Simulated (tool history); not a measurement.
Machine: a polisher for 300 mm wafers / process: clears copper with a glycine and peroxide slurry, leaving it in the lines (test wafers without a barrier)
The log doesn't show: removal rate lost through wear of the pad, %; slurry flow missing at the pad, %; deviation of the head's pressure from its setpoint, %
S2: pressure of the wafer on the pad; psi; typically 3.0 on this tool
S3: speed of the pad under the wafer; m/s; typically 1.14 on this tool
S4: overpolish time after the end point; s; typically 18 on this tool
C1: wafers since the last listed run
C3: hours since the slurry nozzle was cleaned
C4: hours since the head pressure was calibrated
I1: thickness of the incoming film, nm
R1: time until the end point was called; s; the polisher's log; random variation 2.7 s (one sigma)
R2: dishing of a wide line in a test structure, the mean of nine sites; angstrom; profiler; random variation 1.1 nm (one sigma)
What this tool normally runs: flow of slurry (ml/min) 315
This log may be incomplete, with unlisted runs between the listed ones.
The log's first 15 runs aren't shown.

Run 16, day 31.258: usual settings but flow of slurry (ml/min) 355; C1 421; wafers polished on this pad 897; C3 98.3; C4 102.2; I1 984.2. Result: R1 160.3 s, R2 640 angstrom.
Run 17, day 34.058: usual settings but flow of slurry (ml/min) 355; C1 508; wafers polished on this pad 1406; C3 165.5; C4 169.4; I1 1001.0. Result: R1 162.5 s, R2 634 angstrom.
Run 18, day 35.662: usual settings but flow of slurry (ml/min) 275; C1 291; wafers polished on this pad 1698; C3 204.0; C4 207.9; I1 1008.1. Result: R1 172.5 s, R2 626 angstrom.
Run 19, day 36.996: usual settings but S2 3.5 psi; C1 242; wafers polished on this pad 1940; C3 236.0; C4 239.9; I1 993.9. Result: R1 148.0 s, R2 701 angstrom.
Run 20, day 39.654: usual settings but flow of slurry (ml/min) 355, S4 25 s; C1 483; wafers polished on this pad 2423; C3 299.8; C4 303.7; I1 1010.1. Result: R1 172.9 s, R2 778 angstrom.
At day 41.329: worn pad replaced by a new one.
Run 21, day 41.871: usual settings but flow of slurry (ml/min) 420, S2 2.2 psi, S3 1.42 m/s, S4 9 s; C1 372; wafers polished on this pad 98; C3 353.0; C4 356.9; I1 985.5. Result: R1 194.3 s, R2 320 angstrom.
Run 22, day 46.283: usual settings; C1 802; wafers polished on this pad 900; C3 458.9; C4 462.8; I1 995.5. Result: R1 172.2 s, R2 617 angstrom.
At day 48.508: slurry nozzle cleaned.
Run 23, day 48.675: usual settings; C1 427; wafers polished on this pad 1327; C3 4.0; C4 520.2; I1 980.4. Result: R1 171.9 s, R2 615 angstrom.
Run 24, day 50.383: usual settings; C1 310; wafers polished on this pad 1638; C3 45.0; C4 561.2; I1 991.4. Result: R1 179.7 s, R2 597 angstrom.
Run 25, day 52.225: usual settings; C1 334; wafers polished on this pad 1973; C3 89.2; C4 605.4; I1 984.8. Result: R1 174.9 s, R2 598 angstrom.
Run 26, day 54.904: usual settings but S2 3.9 psi, S3 1.46 m/s; C1 486; wafers polished on this pad 2460; C3 153.5; C4 669.7; I1 1001.2. Result: R1 128.5 s, R2 757 angstrom.
At day 55.162: head pressure recalibrated.
At day 55.842: worn pad replaced by a new one.
Run 27, day 57.275: usual settings but flow of slurry (ml/min) 215, S2 2.3 psi; C1 385; wafers polished on this pad 260; C3 210.4; C4 50.7; I1 1014.8. Result: R1 210.0 s, R2 545 angstrom.
Run 28, day 59.046: usual settings but S2 3.5 psi; C1 321; wafers polished on this pad 582; C3 252.9; C4 93.2; I1 1015.4. Result: R1 142.6 s, R2 724 angstrom.
Run 29, day 60.779: usual settings but S2 2.6 psi, S4 29 s; C1 315; wafers polished on this pad 897; C3 294.5; C4 134.8; I1 995.2. Result: R1 184.6 s, R2 804 angstrom.
Run 30, day 63.550: usual settings but S2 3.8 psi; C1 503; wafers polished on this pad 1401; C3 361.0; C4 201.3; I1 1015.2. Result: R1 138.7 s, R2 741 angstrom.
Run 31, day 65.108: usual settings but flow of slurry (ml/min) 260, S4 11 s; C1 283; wafers polished on this pad 1684; C3 398.4; C4 238.7; I1 1000.1. Result: R1 162.4 s, R2 441 angstrom.
Run 32, day 66.854: usual settings but flow of slurry (ml/min) 360, S4 29 s; C1 317; wafers polished on this pad 2001; C3 440.3; C4 280.6; I1 1019.0. Result: R1 172.8 s, R2 823 angstrom.
At day 67.771: slurry nozzle cleaned.
Run 33, day 69.508: usual settings but S2 2.6 psi, S3 0.94 m/s; C1 474; wafers polished on this pad 2476; C3 41.7; C4 344.3; I1 1005.7. Result: R1 211.6 s, R2 546 angstrom.
Run 34, day 72.433: usual settings but S2 3.8 psi, S4 22 s; C1 531; wafers polished on this pad 3008; C3 111.9; C4 414.5; I1 1002.5. Result: R1 139.8 s, R2 791 angstrom.
At day 72.900: worn pad replaced by a new one.
Run 35, day 74.317: usual settings but flow of slurry (ml/min) 230, S4 9 s; C1 312; wafers polished on this pad 257; C3 157.1; C4 459.7; I1 987.6. Result: R1 177.3 s, R2 355 angstrom.

Branching from run 35: 3 alternative next runs. What would each branch give?
Run A, day 74.338: usual settings but S4 28 s; C1 3; wafers polished on this pad 260; C3 157.6; C4 460.2; I1 987.5. Result: R1 ?, R2 ?.
Run B, day 74.338: usual settings but S3 1.28 m/s; C1 3; wafers polished on this pad 260; C3 157.6; C4 460.2; I1 987.5. Result: R1 ?, R2 ?.
Run C, day 74.338: usual settings but flow of slurry (ml/min) 415, S2 2.4 psi; C1 3; wafers polished on this pad 260; C3 157.6; C4 460.2; I1 987.5. Result: R1 ?, R2 ?.

run     R1   R2
  A  170.7  797
  B  160.8  636
  C  202.3  538
Without the tool's hidden state the same runs would have given:
run     R1   R2
  A  156.7  841
  B  147.5  676
  C  186.3  573
